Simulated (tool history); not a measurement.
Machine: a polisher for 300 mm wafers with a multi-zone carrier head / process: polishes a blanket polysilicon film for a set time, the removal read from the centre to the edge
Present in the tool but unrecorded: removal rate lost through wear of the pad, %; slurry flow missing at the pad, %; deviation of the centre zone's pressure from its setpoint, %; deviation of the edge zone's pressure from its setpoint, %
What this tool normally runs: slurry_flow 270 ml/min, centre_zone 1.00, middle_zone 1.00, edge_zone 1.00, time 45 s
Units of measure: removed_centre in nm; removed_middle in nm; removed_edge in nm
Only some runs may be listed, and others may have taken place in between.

run	day	slurry_flow	centre_zone	middle_zone	edge_zone	time	wafers since the last listed run	wafers polished on this pad	hours since the slurry nozzle was cleaned	hours since the centre zone pressure was calibrated	hours since the edge zone pressure was calibrated	hours since the carrier head's membrane was replaced	incoming thickness of the incoming film, nm	removed_centre	removed_middle	removed_edge
1	0.000	270	1.00	1.00	1.00	45	0	2581	277.0	18.2	655.6	1584.9	1448.3	538.2	528.5	546.2
2	1.504	270	1.00	1.00	1.00	45	301	2882	313.1	54.3	691.7	1621.0	1428.5	538.7	527.4	528.1
3	3.362	270	1.00	1.00	1.00	45	372	3255	357.7	98.9	736.3	1665.6	1453.0	550.1	532.1	545.7
# day 3.692: worn pad replaced by a new one
# day 4.308: edge zone pressure recalibrated
4	6.262	270	1.00	1.00	1.00	45	531	499	427.3	168.5	46.9	1735.2	1431.6	543.1	524.3	537.5
5	7.533	270	1.00	1.00	1.00	45	254	753	457.8	199.0	77.4	1765.7	1432.8	554.9	528.8	534.3
6	10.167	270	0.95	0.96	1.00	45	528	1281	521.0	262.2	140.6	1828.9	1432.8	534.5	518.0	556.8
7	13.100	270	1.00	1.00	1.00	45	588	1870	591.4	332.6	211.0	1899.3	1439.9	565.6	526.6	548.1
# day 13.588: carrier head's membrane replaced by a new one
8	14.708	350	1.06	1.00	1.00	45	280	2151	630.0	371.2	249.6	26.9	1462.4	613.8	547.1	527.1
9	16.404	270	1.00	1.00	1.00	45	340	2491	670.7	411.9	290.3	67.6	1455.2	559.2	534.4	544.9
# day 17.079: slurry nozzle cleaned
10	18.617	310	1.08	1.00	0.91	56	435	2926	36.9	465.0	343.4	120.7	1449.2	765.5	667.6	638.2
# day 19.188: worn pad replaced by a new one
11	21.208	270	1.00	1.00	1.00	45	486	405	99.1	527.2	405.6	182.9	1440.1	565.6	537.5	525.0
12	23.946	240	1.00	0.89	1.00	32	548	954	164.8	592.9	471.3	248.6	1454.7	404.6	351.1	379.7
13	26.704	270	1.00	1.06	1.00	56	553	1507	231.0	659.1	537.5	314.8	1437.8	716.7	679.8	667.2
14	28.275	305	1.00	1.00	1.09	33	315	1822	268.7	696.8	575.2	352.5	1436.2	436.7	390.7	414.0
15	29.404	270	1.00	1.00	1.00	45	226	2048	295.8	723.9	602.3	379.6	1455.6	585.6	530.9	538.5
# day 30.288: edge zone pressure recalibrated
16	31.683	270	1.11	1.00	0.95	45	440	2489	350.5	778.6	33.5	434.3	1475.6	652.7	529.8	528.1
17	33.033	180	1.00	0.94	0.94	34	270	2760	382.9	811.0	65.9	466.7	1458.5	414.2	356.2	381.8
18	34.775	325	1.07	0.89	0.88	45	349	3109	424.7	852.8	107.7	508.5	1442.3	654.7	501.6	519.2
# day 35.600: worn pad replaced by a new one
19	41.100	270	1.00	1.00	1.00	45	1234	1103	576.5	1004.6	259.5	660.3	1432.4	604.3	536.3	532.7
20	43.638	270	1.00	1.00	0.95	45	508	1611	637.4	1065.5	320.4	721.2	1454.3	604.0	527.6	519.9
21	45.125	270	1.00	1.00	1.00	45	298	1910	673.1	1101.2	356.1	756.9	1443.4	594.0	532.7	534.3
# day 47.667: centre zone pressure recalibrated
# day 48.112: slurry nozzle cleaned
22	48.133	300	1.00	0.89	1.00	36	578	2488	0.5	11.2	428.3	829.1	1459.1	451.8	406.4	422.4
23	50.404	270	0.93	0.88	1.08	45	455	2943	55.0	65.7	482.8	883.6	1441.8	513.9	502.6	561.2

Alternative continuations, all from the tool just after run 23; predict every row:
A	50.421	270	1.00	1.00	1.04	45	3	2947	55.4	66.1	483.2	884.0	1444.9	?	?	?
B	50.421	270	1.08	1.00	1.00	59	3	2947	55.4	66.1	483.2	884.0	1444.9	?	?	?
C	50.421	225	0.91	1.07	1.08	45	3	2947	55.4	66.1	483.2	884.0	1444.9	?	?	?

run	removed_centre	removed_middle	removed_edge
A	537.3	526.8	559.0
B	761.2	690.5	719.0
C	475.9	535.2	559.0
With the hidden condition removed and each run's random variation left untouched, the same runs would have given:
run	removed_centre	removed_middle	removed_edge
A	527.8	526.9	559.0
B	747.8	690.6	719.0
C	467.4	535.2	559.0
